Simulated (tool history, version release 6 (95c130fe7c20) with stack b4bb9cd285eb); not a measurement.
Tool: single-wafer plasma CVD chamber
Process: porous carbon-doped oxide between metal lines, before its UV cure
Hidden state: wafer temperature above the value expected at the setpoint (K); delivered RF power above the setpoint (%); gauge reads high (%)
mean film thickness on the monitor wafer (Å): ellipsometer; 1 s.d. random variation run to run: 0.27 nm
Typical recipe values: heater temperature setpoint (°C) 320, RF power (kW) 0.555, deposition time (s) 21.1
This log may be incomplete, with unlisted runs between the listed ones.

| run | day | heater temperature setpoint (°C) | RF power (kW) | deposition time (s) | wafers since the last listed run | hours since the last thermocouple change | hours since the last RF generator calibration | hours since the showerhead was replaced | hours since the gauge calibration | read-back reference wafer on the same gauge, thickness_nm | mean film thickness on the monitor wafer (Å) |
|---|---|---|---|---|---|---|---|---|---|---|---|
| 1 | 0.000 | 315 | 0.555 | 19.5 | 0 | 716.7 | 1884.6 | 5249.6 | 75.8 | 110.110 | 962.55 |
| 2 | 1.850 | 315 | 0.555 | 19.5 | 1355 | 761.1 | 1929.0 | 5294.0 | 120.2 | 110.090 | 961.60 |
| 3 | 2.383 | 320 | 0.555 | 23.8 | 390 | 773.9 | 1941.8 | 5306.8 | 133.0 | 110.171 | 1128.80 |
| 4 | 3.508 | 320 | 0.555 | 21.1 | 824 | 800.9 | 1968.8 | 5333.8 | 160.0 | 110.096 | 1009.41 |
| 5 | 4.146 | 320 | 0.555 | 21.1 | 467 | 816.2 | 1984.1 | 5349.1 | 175.3 | 110.054 | 1012.57 |
| 6 | 5.275 | 320 | 0.555 | 21.1 | 827 | 843.3 | 2011.2 | 5376.2 | 202.4 | 110.189 | 1013.03 |
| 7 | 5.846 | 327 | 0.555 | 21.1 | 418 | 857.0 | 2024.9 | 5389.9 | 216.1 | 110.154 | 974.57 |
| 8 | 6.662 | 327 | 0.555 | 21.1 | 598 | 876.6 | 2044.5 | 5409.5 | 235.7 | 110.216 | 973.52 |
| 9 | 7.204 | 327 | 0.555 | 21.1 | 396 | 889.6 | 2057.5 | 5422.5 | 248.7 | 110.145 | 974.45 |
|  | 8.625 | thermocouple changed; heater temperature recalibrated |
| 10 | 8.646 | 320 | 0.555 | 21.1 | 812 | 0.5 | 2092.1 | 5457.1 | 283.3 | 110.068 | 989.13 |
| 11 | 9.300 | 320 | 0.555 | 21.1 | 479 | 16.2 | 2107.8 | 5472.8 | 299.0 | 109.978 | 986.72 |
|  | 9.792 | showerhead replaced |
| 12 | 9.933 | 320 | 0.555 | 21.1 | 219 | 31.4 | 2123.0 | 3.4 | 314.2 | 110.132 | 987.27 |
| 13 | 10.475 | 320 | 0.555 | 21.1 | 396 | 44.4 | 2136.0 | 16.4 | 327.2 | 110.009 | 989.08 |
| 14 | 11.342 | 320 | 0.555 | 22.7 | 634 | 65.2 | 2156.8 | 37.2 | 348.0 | 110.101 | 1065.29 |
| 15 | 11.862 | 320 | 0.555 | 21.1 | 381 | 77.7 | 2169.3 | 49.7 | 360.5 | 110.067 | 991.93 |
| 16 | 12.679 | 320 | 0.625 | 21.1 | 598 | 97.3 | 2188.9 | 69.3 | 380.1 | 110.090 | 1034.24 |
| 17 | 14.154 | 325 | 0.555 | 23.7 | 1080 | 132.7 | 2224.3 | 104.7 | 415.5 | 110.153 | 1078.71 |
| 18 | 15.042 | 311 | 0.555 | 21.1 | 650 | 154.0 | 2245.6 | 126.0 | 436.8 | 110.073 | 1045.70 |
|  | 15.488 | RF generator calibrated |
| 19 | 16.696 | 334 | 0.595 | 24.6 | 967 | 193.7 | 29.0 | 165.7 | 476.5 | 110.026 | 1094.89 |
| 20 | 17.958 | 305 | 0.495 | 18.7 | 925 | 224.0 | 59.3 | 196.0 | 506.8 | 110.123 | 934.34 |
| 21 | 19.038 | 332 | 0.555 | 22.4 | 790 | 249.9 | 85.2 | 221.9 | 532.7 | 110.075 | 990.92 |
|  | 19.158 | gauge calibrated |
| 22 | 20.212 | 324 | 0.555 | 23.9 | 860 | 278.1 | 113.4 | 250.1 | 25.3 | 110.131 | 1097.12 |
| 23 | 21.688 | 320 | 0.555 | 21.1 | 1080 | 313.5 | 148.8 | 285.5 | 60.7 | 110.139 | 994.34 |
| 24 | 22.812 | 320 | 0.555 | 21.1 | 824 | 340.5 | 175.8 | 312.5 | 87.7 | 110.077 | 995.28 |
| 25 | 23.900 | 325 | 0.640 | 23.5 | 796 | 366.6 | 201.9 | 338.6 | 113.8 | 110.075 | 1134.07 |
| 26 | 25.154 | 320 | 0.610 | 21.1 | 918 | 396.7 | 232.0 | 368.7 | 143.9 | 110.067 | 1028.40 |
| 27 | 25.667 | 320 | 0.520 | 19.1 | 375 | 409.0 | 244.3 | 381.0 | 156.2 | 110.009 | 887.27 |
| 28 | 26.346 | 320 | 0.625 | 21.1 | 497 | 425.3 | 260.6 | 397.3 | 172.5 | 110.093 | 1038.67 |
| 29 | 26.979 | 320 | 0.555 | 21.1 | 464 | 440.5 | 275.8 | 412.5 | 187.7 | 110.165 | 998.28 |

Some steps in mean film thickness on the monitor wafer (Å), run to run, broken into two amounts with sign: the step expected even without the hidden condition (settings, incoming material, random variation), and the rest, left for the hidden condition together with whatever gauge scatter is not in both the measured and the hidden-condition-free result:
Run 2 -> 3: heater temperature setpoint (°C) 315 -> 320, deposition time (s) 19.5 -> 23.8. mean film thickness on the monitor wafer (Å) +167.20: hidden state +3.51, all else +163.69.
Run 9 -> 10: heater temperature setpoint (°C) 327 -> 320, thermocouple changed; heater temperature recalibrated. mean film thickness on the monitor wafer (Å) +14.68: hidden state -19.81, all else +34.49.
Run 19 -> 20: heater temperature setpoint (°C) 334 -> 305, RF power (kW) 0.595 -> 0.495, deposition time (s) 24.6 -> 18.7. mean film thickness on the monitor wafer (Å) -160.55: hidden state +1.17, all else -161.72.
